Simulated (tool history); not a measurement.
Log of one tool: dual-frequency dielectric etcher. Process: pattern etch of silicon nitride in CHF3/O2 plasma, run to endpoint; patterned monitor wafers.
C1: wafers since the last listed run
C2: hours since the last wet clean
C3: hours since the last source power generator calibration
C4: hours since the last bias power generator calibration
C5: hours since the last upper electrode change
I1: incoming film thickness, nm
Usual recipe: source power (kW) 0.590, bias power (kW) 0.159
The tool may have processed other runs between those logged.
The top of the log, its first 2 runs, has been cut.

Run 3, hour 55.0: usual settings; C1 601; C2 270.2; C3 1918.7; C4 1561.6; C5 2847.0; I1 54.0. Result: endpoint time (s) 39.7.
Run 4, hour 67.2: usual settings; C1 203; C2 282.4; C3 1930.9; C4 1573.8; C5 2859.2; I1 54.4. Result: endpoint time (s) 39.9.
Run 5, hour 91.3: usual settings; C1 402; C2 306.5; C3 1955.0; C4 1597.9; C5 2883.3; I1 54.9. Result: endpoint time (s) 40.5.
Run 6, hour 116.0: usual settings; C1 412; C2 331.2; C3 1979.7; C4 1622.6; C5 2908.0; I1 53.9. Result: endpoint time (s) 39.9.
Run 7, hour 150.9: usual settings; C1 582; C2 366.1; C3 2014.6; C4 1657.5; C5 2942.9; I1 53.8. Result: endpoint time (s) 40.4.
At hour 182.7: wet clean of the chamber.
Run 8, hour 186.9: usual settings but source power (kW) 0.660; C1 200; C2 4.2; C3 2050.6; C4 1693.5; C5 2978.9; I1 54.1. Result: endpoint time (s) 36.1.
Run 9, hour 200.5: usual settings; C1 227; C2 17.8; C3 2064.2; C4 1707.1; C5 2992.5; I1 54.1. Result: endpoint time (s) 38.4.
At hour 237.7: upper electrode replaced.
Run 10, hour 238.2: usual settings; C1 228; C2 55.5; C3 2101.9; C4 1744.8; C5 0.5; I1 54.3. Result: endpoint time (s) 38.4.
Run 11, hour 248.1: usual settings but source power (kW) 0.630, bias power (kW) 0.141; C1 165; C2 65.4; C3 2111.8; C4 1754.7; C5 10.4; I1 54.6. Result: endpoint time (s) 39.9.
Run 12, hour 335.9: usual settings but bias power (kW) 0.178; C1 1466; C2 153.2; C3 2199.6; C4 1842.5; C5 98.2; I1 54.0. Result: endpoint time (s) 37.1.
Run 13, hour 365.5: usual settings but source power (kW) 0.730, bias power (kW) 0.131; C1 494; C2 182.8; C3 2229.2; C4 1872.1; C5 127.8; I1 54.6. Result: endpoint time (s) 39.2.
Run 14, hour 383.6: usual settings but source power (kW) 0.510; C1 302; C2 200.9; C3 2247.3; C4 1890.2; C5 145.9; I1 54.2. Result: endpoint time (s) 42.5.
Run 15, hour 417.0: usual settings but source power (kW) 0.460, bias power (kW) 0.125; C1 557; C2 234.3; C3 2280.7; C4 1923.6; C5 179.3; I1 54.3. Result: endpoint time (s) 49.5.
Run 16, hour 444.3: usual settings; C1 456; C2 261.6; C3 2308.0; C4 1950.9; C5 206.6; I1 54.3. Result: endpoint time (s) 39.5.
Run 17, hour 478.6: usual settings; C1 572; C2 295.9; C3 2342.3; C4 1985.2; C5 240.9; I1 53.7. Result: endpoint time (s) 38.9.
At hour 515.6: wet clean of the chamber.
Run 18, hour 516.1: usual settings but source power (kW) 0.630, bias power (kW) 0.184; C1 225; C2 0.5; C3 2379.8; C4 2022.7; C5 278.4; I1 54.4. Result: endpoint time (s) 35.1.
Run 19, hour 531.1: usual settings; C1 250; C2 15.5; C3 2394.8; C4 2037.7; C5 293.4; I1 53.8. Result: endpoint time (s) 38.4.
Run 20, hour 565.4: usual settings; C1 572; C2 49.8; C3 2429.1; C4 2072.0; C5 327.7; I1 54.4. Result: endpoint time (s) 38.9.
At hour 571.9: source power generator calibrated.
At hour 587.4: bias power generator calibrated.
Run 21, hour 594.4: usual settings but bias power (kW) 0.188; C1 350; C2 78.8; C3 22.5; C4 7.0; C5 356.7; I1 54.1. Result: endpoint time (s) 35.9.
Run 22, hour 616.8: usual settings; C1 374; C2 101.2; C3 44.9; C4 29.4; C5 379.1; I1 54.1. Result: endpoint time (s) 39.0.
Run 23, hour 640.2: usual settings but source power (kW) 0.520, bias power (kW) 0.135; C1 390; C2 124.6; C3 68.3; C4 52.8; C5 402.5; I1 54.0. Result: endpoint time (s) 44.4.
Run 24, hour 655.3: usual settings but source power (kW) 0.540, bias power (kW) 0.138; C1 252; C2 139.7; C3 83.4; C4 67.9; C5 417.6; I1 54.7. Result: endpoint time (s) 44.4.
Run 25, hour 672.8: usual settings; C1 292; C2 157.2; C3 100.9; C4 85.4; C5 435.1; I1 54.3. Result: endpoint time (s) 39.4.

Run 26 has not been measured yet. What should we expect?
Run 26, hour 700.7: usual settings but bias power (kW) 0.131; C1 466; C2 185.1; C3 128.8; C4 113.3; C5 463.0; I1 54.5. Result: endpoint time (s) ?.

{"run 26": {"endpoint time (s)": 43.5}}
Take away the tool's hidden state, keep the run-to-run variation as it was, and the same run would have given endpoint time (s) 42.1.
